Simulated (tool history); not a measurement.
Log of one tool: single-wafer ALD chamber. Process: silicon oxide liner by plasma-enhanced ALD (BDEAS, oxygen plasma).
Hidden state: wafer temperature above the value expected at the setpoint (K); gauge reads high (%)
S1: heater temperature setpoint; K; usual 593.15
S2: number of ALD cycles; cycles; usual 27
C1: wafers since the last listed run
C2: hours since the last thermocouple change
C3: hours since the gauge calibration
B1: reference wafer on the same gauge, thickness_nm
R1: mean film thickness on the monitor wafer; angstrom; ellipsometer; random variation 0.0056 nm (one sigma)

Run 1, hour 0.0: usual settings but S2 23 cycles; C1 0; C2 2138.5; C3 478.3; B1 2.082. Result: R1 19.60 angstrom.
Run 2, hour 14.5: usual settings but S2 23 cycles; C1 185; C2 2153.0; C3 492.8; B1 2.083. Result: R1 19.68 angstrom.
Run 3, hour 36.8: usual settings but S2 23 cycles; C1 284; C2 2175.3; C3 515.1; B1 2.083. Result: R1 19.59 angstrom.
Run 4, hour 62.2: usual settings; C1 324; C2 2200.7; C3 540.5; B1 2.085. Result: R1 23.04 angstrom.
Run 5, hour 94.0: usual settings; C1 405; C2 2232.5; C3 572.3; B1 2.084. Result: R1 23.06 angstrom.
Run 6, hour 128.0: usual settings; C1 433; C2 2266.5; C3 606.3; B1 2.087. Result: R1 23.07 angstrom.
Run 7, hour 224.3: usual settings; C1 1228; C2 2362.8; C3 702.6; B1 2.085. Result: R1 23.13 angstrom.
At hour 284.4: gauge calibrated.
Run 8, hour 303.3: usual settings; C1 1008; C2 2441.8; C3 18.9; B1 2.048. Result: R1 22.69 angstrom.
Run 9, hour 332.9: usual settings; C1 377; C2 2471.4; C3 48.5; B1 2.056. Result: R1 22.78 angstrom.
Run 10, hour 363.5: usual settings; C1 390; C2 2502.0; C3 79.1; B1 2.065. Result: R1 22.95 angstrom.
Run 11, hour 384.0: usual settings; C1 261; C2 2522.5; C3 99.6; B1 2.065. Result: R1 22.78 angstrom.
At hour 420.9: thermocouple changed; heater temperature recalibrated.
Run 12, hour 421.4: usual settings; C1 375; C2 0.5; C3 137.0; B1 2.071. Result: R1 22.94 angstrom.
Run 13, hour 439.0: usual settings but S2 24 cycles; C1 224; C2 18.1; C3 154.6; B1 2.071. Result: R1 20.44 angstrom.
Run 14, hour 462.7: usual settings but S2 24 cycles; C1 302; C2 41.8; C3 178.3; B1 2.077. Result: R1 20.41 angstrom.
Run 15, hour 477.0: usual settings; C1 182; C2 56.1; C3 192.6; B1 2.076. Result: R1 22.98 angstrom.
Run 16, hour 499.8: usual settings; C1 290; C2 78.9; C3 215.4; B1 2.080. Result: R1 22.92 angstrom.
Run 17, hour 525.8: usual settings; C1 331; C2 104.9; C3 241.4; B1 2.081. Result: R1 23.08 angstrom.
Run 18, hour 560.4: usual settings but S1 582.15 K, S2 32 cycles; C1 441; C2 139.5; C3 276.0; B1 2.083. Result: R1 27.84 angstrom.
Run 19, hour 577.4: usual settings but S1 604.15 K, S2 24 cycles; C1 216; C2 156.5; C3 293.0; B1 2.087. Result: R1 20.11 angstrom.
Run 20, hour 601.9: usual settings but S1 589.15 K, S2 24 cycles; C1 312; C2 181.0; C3 317.5; B1 2.089. Result: R1 20.60 angstrom.
Run 21, hour 635.0: usual settings but S1 579.15 K, S2 25 cycles; C1 422; C2 214.1; C3 350.6; B1 2.090. Result: R1 21.93 angstrom.
Run 22, hour 661.5: usual settings but S1 579.15 K, S2 23 cycles; C1 338; C2 240.6; C3 377.1; B1 2.088. Result: R1 20.22 angstrom.
Run 23, hour 687.3: usual settings but S2 31 cycles; C1 329; C2 266.4; C3 402.9; B1 2.095. Result: R1 26.61 angstrom.
Run 24, hour 705.3: usual settings; C1 229; C2 284.4; C3 420.9; B1 2.093. Result: R1 23.09 angstrom.
Run 25, hour 737.9: usual settings but S1 586.15 K, S2 24 cycles; C1 416; C2 317.0; C3 453.5; B1 2.096. Result: R1 20.92 angstrom.
Run 26, hour 771.7: usual settings; C1 431; C2 350.8; C3 487.3; B1 2.095. Result: R1 23.12 angstrom.
Run 27, hour 798.0: usual settings but S1 597.15 K, S2 32 cycles; C1 335; C2 377.1; C3 513.6; B1 2.097. Result: R1 27.31 angstrom.
Run 28, hour 824.2: usual settings; C1 334; C2 403.3; C3 539.8; B1 2.098. Result: R1 23.22 angstrom.
Run 29, hour 853.3: usual settings but S1 599.15 K, S2 22 cycles; C1 371; C2 432.4; C3 568.9; B1 2.097. Result: R1 18.76 angstrom.
Run 30, hour 879.2: usual settings but S1 587.15 K, S2 29 cycles; C1 330; C2 458.3; C3 594.8; B1 2.098. Result: R1 25.21 angstrom.
Run 31, hour 893.3: usual settings but S1 606.15 K, S2 29 cycles; C1 179; C2 472.4; C3 608.9; B1 2.100. Result: R1 24.43 angstrom.
Run 32, hour 908.5: usual settings but S1 587.15 K, S2 31 cycles; C1 193; C2 487.6; C3 624.1; B1 2.098. Result: R1 27.02 angstrom.
Run 33, hour 927.7: usual settings but S1 585.15 K; C1 245; C2 506.8; C3 643.3; B1 2.100. Result: R1 23.41 angstrom.
Run 34, hour 940.1: usual settings; C1 158; C2 519.2; C3 655.7; B1 2.099. Result: R1 23.23 angstrom.

The same runs without the tool's hidden state, with the same run-to-run variation:
run     R1
  1  19.20
  2  19.28
  3  19.18
  4  22.55
  5  22.56
  6  22.57
  7  22.60
  8  22.58
  9  22.60
 10  22.70
 11  22.50
 12  22.59
 13  20.11
 14  20.05
 15  22.56
 16  22.48
 17  22.61
 18  27.24
 19  19.66
 20  20.12
 21  21.40
 22  19.72
 23  25.94
 24  22.50
 25  20.38
 26  22.50
 27  26.57
 28  22.58
 29  18.24
 30  24.50
 31  23.75
 32  26.26
 33  22.74
 34  22.57
